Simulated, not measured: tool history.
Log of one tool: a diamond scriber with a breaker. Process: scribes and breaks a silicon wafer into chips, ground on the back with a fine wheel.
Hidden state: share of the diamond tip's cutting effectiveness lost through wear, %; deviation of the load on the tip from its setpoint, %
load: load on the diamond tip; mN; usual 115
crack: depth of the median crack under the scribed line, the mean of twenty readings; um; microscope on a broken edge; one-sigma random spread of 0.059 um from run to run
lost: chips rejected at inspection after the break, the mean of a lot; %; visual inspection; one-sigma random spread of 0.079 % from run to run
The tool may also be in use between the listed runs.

run,hour,load,wafers since the last listed run,hours since the diamond tip was replaced,hours since the load on the tip was calibrated,"incoming depth of the damage left on the back of the incoming wafer, um",crack,lost
1,0.0,115,0,870.2,1385.6,2.45,8.93,5.92
2,44.9,115,151,915.1,1430.5,1.71,8.95,5.02
3,67.4,115,76,937.6,1453.0,2.35,8.87,6.60
4,76.9,136,32,947.1,1462.5,1.54,9.94,2.40
5,92.8,115,53,963.0,1478.4,2.75,8.88,7.17
6,106.9,115,47,977.1,1492.5,1.78,8.88,5.61
7,120.0,138,44,990.2,1505.6,2.85,9.97,3.79
8,136.1,115,54,1006.3,1521.7,1.93,8.91,6.08
9,149.3,115,44,1019.5,1534.9,2.26,8.84,6.34
# hour 154.6: diamond tip replaced by a new one
10,155.5,134,14,0.9,1541.1,2.95,10.85,2.52
11,166.4,134,36,11.8,1552.0,2.39,10.86,1.77
12,183.1,134,56,28.5,1568.7,1.74,10.81,1.34
13,194.5,115,38,39.9,1580.1,2.36,9.82,3.35
14,208.4,115,46,53.8,1594.0,2.12,9.82,2.88
15,223.4,115,50,68.8,1609.0,2.17,9.77,3.08

Run 16 has not been measured yet. What should we expect?
16,233.2,103,33,78.6,1618.8,2.87,?,?

{"run 16": {"crack": 8.99, "lost": 6.86}}
Without the tool's hidden state the same run would have given crack 10.32 um, lost 3.03 %.
